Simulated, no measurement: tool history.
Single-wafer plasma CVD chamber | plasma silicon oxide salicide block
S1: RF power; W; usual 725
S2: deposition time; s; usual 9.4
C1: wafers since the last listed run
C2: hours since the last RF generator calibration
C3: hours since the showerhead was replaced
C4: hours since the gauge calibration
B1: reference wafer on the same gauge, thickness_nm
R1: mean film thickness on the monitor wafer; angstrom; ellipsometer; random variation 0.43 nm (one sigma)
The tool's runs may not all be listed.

{"run": 1, "hour": 0.0, "S1": 635, "S2": 9.4, "C1": 0, "C2": 1274.3, "C3": 2328.5, "C4": 641.6, "B1": 112.197, "R1": 926.83}
{"run": 2, "hour": 42.4, "S1": 635, "S2": 9.4, "C1": 1556, "C2": 1316.7, "C3": 2370.9, "C4": 684, "B1": 112.104, "R1": 916.79}
{"run": 3, "hour": 85.1, "S1": 725, "S2": 9.4, "C1": 1567, "C2": 1359.4, "C3": 2413.6, "C4": 726.7, "B1": 111.878, "R1": 957.32}
{"run": 4, "hour": 114.3, "S1": 640, "S2": 9.4, "C1": 1072, "C2": 1388.6, "C3": 2442.8, "C4": 755.9, "B1": 111.568, "R1": 924.95}
{"run": 5, "hour": 161.5, "S1": 640, "S2": 9.4, "C1": 1733, "C2": 1435.8, "C3": 2490, "C4": 803.1, "B1": 111.575, "R1": 924.74}
{"run": 6, "hour": 220.7, "S1": 640, "S2": 9.4, "C1": 2173, "C2": 1495, "C3": 2549.2, "C4": 862.3, "B1": 111.245, "R1": 917.23}
{"run": 7, "hour": 293.7, "S1": 725, "S2": 10.78, "C1": 2680, "C2": 1568, "C3": 2622.2, "C4": 935.3, "B1": 110.822, "R1": 1087.54}
{"hour": 343.6, "done": "showerhead replaced"}
{"run": 8, "hour": 351.2, "S1": 725, "S2": 10.78, "C1": 1817, "C2": 1625.5, "C3": 7.6, "C4": 992.8, "B1": 110.461, "R1": 1080.42}
{"run": 9, "hour": 402.2, "S1": 725, "S2": 10.78, "C1": 1872, "C2": 1676.5, "C3": 58.6, "C4": 1043.8, "B1": 110.163, "R1": 1077.26}
{"run": 10, "hour": 433.3, "S1": 640, "S2": 8.48, "C1": 1141, "C2": 1707.6, "C3": 89.7, "C4": 1074.9, "B1": 110.095, "R1": 825.14}
{"run": 11, "hour": 484.5, "S1": 790, "S2": 11.09, "C1": 1880, "C2": 1758.8, "C3": 140.9, "C4": 1126.1, "B1": 109.689, "R1": 1131.11}
{"run": 12, "hour": 548.6, "S1": 650, "S2": 8.12, "C1": 2353, "C2": 1822.9, "C3": 205, "C4": 1190.2, "B1": 109.236, "R1": 784.41}
{"hour": 560.2, "done": "gauge calibrated"}
{"run": 13, "hour": 619.1, "S1": 725, "S2": 9.4, "C1": 2588, "C2": 1893.4, "C3": 275.5, "C4": 58.9, "B1": 114.053, "R1": 972.66}

Forecast run 14:
{"hour": 627.3, "done": "RF generator calibrated"}
{"run": 14, "hour": 675.2, "S1": 675, "S2": 9.97, "C1": 1766, "C2": 47.9, "C3": 331.6, "C4": 115, "B1": "?", "R1": "?"}

Run 14 gave B1 113.903, R1 1013.7 angstrom.
Without the tool's hidden state the same run would have given R1 1013.2 angstrom.
